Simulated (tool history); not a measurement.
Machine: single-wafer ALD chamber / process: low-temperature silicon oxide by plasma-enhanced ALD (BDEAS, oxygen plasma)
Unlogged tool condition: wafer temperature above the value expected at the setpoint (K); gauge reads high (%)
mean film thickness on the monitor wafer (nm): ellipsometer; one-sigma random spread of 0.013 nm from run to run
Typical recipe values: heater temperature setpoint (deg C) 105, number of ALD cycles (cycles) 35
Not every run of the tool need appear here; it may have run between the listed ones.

run,hour,heater temperature setpoint (deg C),number of ALD cycles (cycles),wafers since the last listed run,hours since the last thermocouple change,hours since the gauge calibration,"read-back reference wafer on the same gauge, thickness_nm",mean film thickness on the monitor wafer (nm)
1,0,105,35,0,1904.2,532.9,5.257,5.197
2,36.9,105,40,438,1941.1,569.8,5.259,5.928
3,75.8,105,40,462,1980,608.7,5.261,5.915
4,100.6,105,40,294,2004.8,633.5,5.266,5.919
5,145.9,105,38,538,2050.1,678.8,5.273,5.644
6,190.9,105,38,534,2095.1,723.8,5.269,5.661
7,246,105,38,654,2150.2,778.9,5.273,5.623
8,299.8,105,35,639,2204,832.7,5.274,5.217
9,325.7,105,35,307,2229.9,858.6,5.278,5.215
10,369.2,105,35,516,2273.4,902.1,5.275,5.201
11,409.2,105,35,475,2313.4,942.1,5.278,5.192
12,454.8,105,35,541,2359,987.7,5.28,5.2
13,507.6,105,35,627,2411.8,1040.5,5.283,5.201
14,537.2,105,35,351,2441.4,1070.1,5.283,5.221
15,570.7,105,35,398,2474.9,1103.6,5.284,5.206
16,636.4,110,30,780,2540.6,1169.3,5.287,4.406
# hour 691.7: gauge calibrated
17,695.2,97,35,698,2599.4,3.5,5.155,5.219
18,763.4,105,32,810,2667.6,71.7,5.176,4.689
19,796.9,118,41,398,2701.1,105.2,5.188,5.824
20,845.9,91,42,582,2750.1,154.2,5.195,6.464
# hour 913.4: thermocouple changed; heater temperature recalibrated
21,915.8,105,35,735,2.4,224.1,5.208,5.165
22,949.9,105,35,405,36.5,258.2,5.214,5.161
23,991.5,105,37,494,78.1,299.8,5.223,5.446
24,1020.3,97,38,342,106.9,328.6,5.226,5.758
25,1052.5,116,41,382,139.1,360.8,5.234,5.902
26,1094,105,35,493,180.6,402.3,5.235,5.175
27,1133.9,105,39,474,220.5,442.2,5.243,5.778
28,1179.7,92,30,544,266.3,488,5.252,4.652

4 ways to go on from here, each from the tool as it stands after run 28. What would each give?
A,1180.2,105,35,5,266.8,488.5,?,?
B,1180.2,112,38,5,266.8,488.5,?,?
C,1180.2,93,29,5,266.8,488.5,?,?
D,1180.2,117,42,5,266.8,488.5,?,?

run,"read-back reference wafer on the same gauge, thickness_nm",mean film thickness on the monitor wafer (nm)
A,5.244,5.172
B,5.244,5.534
C,5.244,4.46
D,5.244,6.052
Without the tool's unlogged condition, the same runs would have read:
run,mean film thickness on the monitor wafer (nm)
A,5.076
B,5.431
C,4.377
D,5.939

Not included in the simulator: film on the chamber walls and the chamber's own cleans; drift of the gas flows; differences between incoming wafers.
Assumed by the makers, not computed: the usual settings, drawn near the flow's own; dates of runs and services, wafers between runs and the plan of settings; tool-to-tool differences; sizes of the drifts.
